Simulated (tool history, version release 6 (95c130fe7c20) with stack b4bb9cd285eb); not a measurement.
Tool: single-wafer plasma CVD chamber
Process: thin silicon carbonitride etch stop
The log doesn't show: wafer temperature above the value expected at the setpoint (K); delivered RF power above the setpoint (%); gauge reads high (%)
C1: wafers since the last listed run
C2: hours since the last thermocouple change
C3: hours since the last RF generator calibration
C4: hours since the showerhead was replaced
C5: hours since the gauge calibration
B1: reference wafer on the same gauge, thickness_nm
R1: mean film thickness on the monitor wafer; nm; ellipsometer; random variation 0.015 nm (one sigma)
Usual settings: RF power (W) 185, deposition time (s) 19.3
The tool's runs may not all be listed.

{"run": 1, "day": 0.0, "RF power (W)": 185, "deposition time (s)": 19.3, "C1": 0, "C2": 1437, "C3": 2273.2, "C4": 4217.4, "C5": 75.6, "B1": 10.301, "R1": 10.183}
{"run": 2, "day": 0.5, "RF power (W)": 195, "deposition time (s)": 19.3, "C1": 312, "C2": 1449, "C3": 2285.2, "C4": 4229.4, "C5": 87.6, "B1": 10.306, "R1": 10.361}
{"run": 3, "day": 1.221, "RF power (W)": 195, "deposition time (s)": 19.3, "C1": 450, "C2": 1466.3, "C3": 2302.5, "C4": 4246.7, "C5": 104.9, "B1": 10.313, "R1": 10.354}
{"run": 4, "day": 1.525, "RF power (W)": 185, "deposition time (s)": 19.3, "C1": 190, "C2": 1473.6, "C3": 2309.8, "C4": 4254, "C5": 112.2, "B1": 10.311, "R1": 10.204}
{"run": 5, "day": 1.829, "RF power (W)": 185, "deposition time (s)": 20.7, "C1": 190, "C2": 1480.9, "C3": 2317.1, "C4": 4261.3, "C5": 119.5, "B1": 10.318, "R1": 10.945}
{"run": 6, "day": 2.342, "RF power (W)": 185, "deposition time (s)": 19.3, "C1": 320, "C2": 1493.2, "C3": 2329.4, "C4": 4273.6, "C5": 131.8, "B1": 10.321, "R1": 10.177}
{"run": 7, "day": 2.638, "RF power (W)": 185, "deposition time (s)": 19.3, "C1": 184, "C2": 1500.3, "C3": 2336.5, "C4": 4280.7, "C5": 138.9, "B1": 10.327, "R1": 10.199}
{"run": 8, "day": 3.238, "RF power (W)": 185, "deposition time (s)": 21.3, "C1": 375, "C2": 1514.7, "C3": 2350.9, "C4": 4295.1, "C5": 153.3, "B1": 10.333, "R1": 11.293}
{"run": 9, "day": 3.896, "RF power (W)": 185, "deposition time (s)": 21.7, "C1": 411, "C2": 1530.5, "C3": 2366.7, "C4": 4310.9, "C5": 169.1, "B1": 10.338, "R1": 11.486}
{"run": 10, "day": 4.567, "RF power (W)": 185, "deposition time (s)": 19.3, "C1": 419, "C2": 1546.6, "C3": 2382.8, "C4": 4327, "C5": 185.2, "B1": 10.348, "R1": 10.237}
{"day": 5.392, "done": "showerhead replaced"}
{"run": 11, "day": 5.412, "RF power (W)": 185, "deposition time (s)": 19.3, "C1": 320, "C2": 1566.9, "C3": 2403.1, "C4": 0.5, "C5": 205.5, "B1": 10.36, "R1": 10.235}
{"day": 5.583, "done": "gauge calibrated"}
{"day": 6.308, "done": "thermocouple changed; heater temperature recalibrated"}
{"run": 12, "day": 6.329, "RF power (W)": 160, "deposition time (s)": 17.3, "C1": 364, "C2": 0.5, "C3": 2425.1, "C4": 22.5, "C5": 17.9, "B1": 10.295, "R1": 8.715}
{"run": 13, "day": 6.592, "RF power (W)": 200, "deposition time (s)": 18, "C1": 164, "C2": 6.8, "C3": 2431.4, "C4": 28.8, "C5": 24.2, "B1": 10.302, "R1": 9.716}
{"day": 7.496, "done": "RF generator calibrated"}
{"run": 14, "day": 7.517, "RF power (W)": 160, "deposition time (s)": 17.3, "C1": 369, "C2": 29, "C3": 0.5, "C4": 51, "C5": 46.4, "B1": 10.301, "R1": 8.725}
{"run": 15, "day": 7.546, "RF power (W)": 195, "deposition time (s)": 19.3, "C1": 18, "C2": 29.7, "C3": 1.2, "C4": 51.7, "C5": 47.1, "B1": 10.304, "R1": 10.341}
{"run": 16, "day": 7.95, "RF power (W)": 170, "deposition time (s)": 19.3, "C1": 252, "C2": 39.4, "C3": 10.9, "C4": 61.4, "C5": 56.8, "B1": 10.304, "R1": 9.931}
{"run": 17, "day": 8.504, "RF power (W)": 185, "deposition time (s)": 19.3, "C1": 346, "C2": 52.7, "C3": 24.2, "C4": 74.7, "C5": 70.1, "B1": 10.307, "R1": 10.164}
{"run": 18, "day": 9.088, "RF power (W)": 185, "deposition time (s)": 19.3, "C1": 364, "C2": 66.7, "C3": 38.2, "C4": 88.7, "C5": 84.1, "B1": 10.312, "R1": 10.184}
{"run": 19, "day": 9.779, "RF power (W)": 210, "deposition time (s)": 22.8, "C1": 432, "C2": 83.3, "C3": 54.8, "C4": 105.3, "C5": 100.7, "B1": 10.314, "R1": 12.511}
{"run": 20, "day": 10.279, "RF power (W)": 150, "deposition time (s)": 22, "C1": 312, "C2": 95.3, "C3": 66.8, "C4": 117.3, "C5": 112.7, "B1": 10.319, "R1": 10.893}
{"run": 21, "day": 10.938, "RF power (W)": 205, "deposition time (s)": 17.8, "C1": 411, "C2": 111.1, "C3": 82.6, "C4": 133.1, "C5": 128.5, "B1": 10.324, "R1": 9.702}
{"run": 22, "day": 12.817, "RF power (W)": 185, "deposition time (s)": 20.7, "C1": 1174, "C2": 156.2, "C3": 127.7, "C4": 178.2, "C5": 173.6, "B1": 10.347, "R1": 10.937}
{"run": 23, "day": 13.55, "RF power (W)": 185, "deposition time (s)": 16.6, "C1": 458, "C2": 173.8, "C3": 145.3, "C4": 195.8, "C5": 191.2, "B1": 10.358, "R1": 8.801}

Forecast each of these 5 alternatives for the next run:
{"run": "A", "day": 13.567, "RF power (W)": 155, "deposition time (s)": 19.3, "C1": 10, "C2": 174.2, "C3": 145.7, "C4": 196.2, "C5": 191.6, "B1": "?", "R1": "?"}
{"run": "B", "day": 13.567, "RF power (W)": 150, "deposition time (s)": 16.4, "C1": 10, "C2": 174.2, "C3": 145.7, "C4": 196.2, "C5": 191.6, "B1": "?", "R1": "?"}
{"run": "C", "day": 13.567, "RF power (W)": 185, "deposition time (s)": 17.3, "C1": 10, "C2": 174.2, "C3": 145.7, "C4": 196.2, "C5": 191.6, "B1": "?", "R1": "?"}
{"run": "D", "day": 13.567, "RF power (W)": 185, "deposition time (s)": 15.9, "C1": 10, "C2": 174.2, "C3": 145.7, "C4": 196.2, "C5": 191.6, "B1": "?", "R1": "?"}
{"run": "E", "day": 13.567, "RF power (W)": 165, "deposition time (s)": 21.3, "C1": 10, "C2": 174.2, "C3": 145.7, "C4": 196.2, "C5": 191.6, "B1": "?", "R1": "?"}

run=A B1=10.363 R1=9.686
run=B B1=10.363 R1=8.148
run=C B1=10.363 R1=9.166
run=D B1=10.363 R1=8.424
run=E B1=10.363 R1=10.897
Without the tool's hidden state the same runs would have given:
run=A R1=9.632
run=B R1=8.102
run=C R1=9.114
run=D R1=8.376
run=E R1=10.835
